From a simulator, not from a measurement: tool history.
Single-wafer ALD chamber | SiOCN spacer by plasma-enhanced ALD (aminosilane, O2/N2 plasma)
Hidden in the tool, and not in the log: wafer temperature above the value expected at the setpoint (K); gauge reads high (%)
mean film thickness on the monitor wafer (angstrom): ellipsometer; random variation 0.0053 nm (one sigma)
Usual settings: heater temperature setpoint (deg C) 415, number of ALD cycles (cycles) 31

| run | hour | heater temperature setpoint (deg C) | number of ALD cycles (cycles) | wafers since the last listed run | hours since the last thermocouple change | hours since the gauge calibration | read-back reference wafer on the same gauge, thickness_nm | mean film thickness on the monitor wafer (angstrom) |
|---|---|---|---|---|---|---|---|---|
| 1 | 0.0 | 415 | 33 | 0 | 1026.4 | 546.9 | 1.789 | 19.17 |
| 2 | 57.3 | 415 | 35 | 343 | 1083.7 | 604.2 | 1.789 | 20.48 |
| 3 | 82.1 | 420 | 31 | 148 | 1108.5 | 629.0 | 1.789 | 17.79 |
| 4 | 129.7 | 420 | 31 | 285 | 1156.1 | 676.6 | 1.789 | 17.86 |
| 5 | 188.0 | 420 | 31 | 349 | 1214.4 | 734.9 | 1.791 | 17.79 |
| 6 | 233.2 | 415 | 31 | 271 | 1259.6 | 780.1 | 1.789 | 18.09 |
| 7 | 265.9 | 415 | 31 | 196 | 1292.3 | 812.8 | 1.790 | 18.11 |
| 8 | 301.0 | 404 | 31 | 210 | 1327.4 | 847.9 | 1.788 | 18.70 |
| 9 | 347.3 | 404 | 31 | 277 | 1373.7 | 894.2 | 1.788 | 18.88 |
| 10 | 382.8 | 415 | 27 | 212 | 1409.2 | 929.7 | 1.792 | 15.84 |
| 11 | 434.0 | 424 | 28 | 307 | 1460.4 | 980.9 | 1.790 | 16.02 |
| 12 | 473.7 | 424 | 28 | 238 | 1500.1 | 1020.6 | 1.789 | 15.97 |
| 13 | 528.9 | 422 | 31 | 331 | 1555.3 | 1075.8 | 1.788 | 17.85 |
| 14 | 576.5 | 422 | 31 | 285 | 1602.9 | 1123.4 | 1.790 | 17.79 |
| 15 | 643.2 | 415 | 32 | 400 | 1669.6 | 1190.1 | 1.790 | 18.86 |
| 16 | 819.2 | 402 | 26 | 1055 | 1845.6 | 1366.1 | 1.791 | 15.82 |
| 17 | 887.6 | 423 | 26 | 410 | 1914.0 | 1434.5 | 1.790 | 14.85 |
| 18 | 915.6 | 415 | 31 | 167 | 1942.0 | 1462.5 | 1.789 | 18.24 |
| 19 | 950.6 | 415 | 31 | 209 | 1977.0 | 1497.5 | 1.790 | 18.30 |
| 20 | 999.7 | 407 | 37 | 294 | 2026.1 | 1546.6 | 1.791 | 22.48 |
| 21 | 1034.6 | 426 | 36 | 209 | 2061.0 | 1581.5 | 1.788 | 20.47 |
| 22 | 1071.2 | 425 | 29 | 219 | 2097.6 | 1618.1 | 1.791 | 16.57 |
| 23 | 1114.6 | 421 | 25 | 260 | 2141.0 | 1661.5 | 1.789 | 14.42 |
| 24 | 1160.6 | 423 | 31 | 275 | 2187.0 | 1707.5 | 1.790 | 17.74 |
| 25 | 1198.0 | 426 | 35 | 224 | 2224.4 | 1744.9 | 1.790 | 19.83 |
|  | 1226.8 | thermocouple changed; heater temperature recalibrated |
|  | 1243.1 | gauge calibrated |
| 26 | 1247.6 | 415 | 31 | 249 | 20.8 | 4.5 | 1.791 | 17.98 |
| 27 | 1311.2 | 415 | 26 | 381 | 84.4 | 68.1 | 1.790 | 15.13 |
| 28 | 1338.6 | 415 | 36 | 164 | 111.8 | 95.5 | 1.789 | 20.93 |
| 29 | 1550.2 | 405 | 37 | 1269 | 323.4 | 307.1 | 1.788 | 22.36 |
| 30 | 1579.3 | 405 | 36 | 174 | 352.5 | 336.2 | 1.788 | 21.66 |
| 31 | 1635.8 | 410 | 26 | 338 | 409.0 | 392.7 | 1.790 | 15.42 |

Forecast each of these 4 alternatives for the next run:
| A | 1636.3 | 410 | 31 | 2 | 409.5 | 393.2 | ? | ? |
| B | 1636.3 | 415 | 34 | 2 | 409.5 | 393.2 | ? | ? |
| C | 1636.3 | 406 | 31 | 2 | 409.5 | 393.2 | ? | ? |
| D | 1636.3 | 425 | 36 | 2 | 409.5 | 393.2 | ? | ? |

| run | read-back reference wafer on the same gauge, thickness_nm | mean film thickness on the monitor wafer (angstrom) |
|---|---|---|
| A | 1.790 | 18.38 |
| B | 1.790 | 19.80 |
| C | 1.790 | 18.64 |
| D | 1.790 | 20.22 |
Without the tool's hidden state the same runs would have given:
| run | mean film thickness on the monitor wafer (angstrom) |
|---|---|
| A | 18.28 |
| B | 19.70 |
| C | 18.54 |
| D | 20.11 |
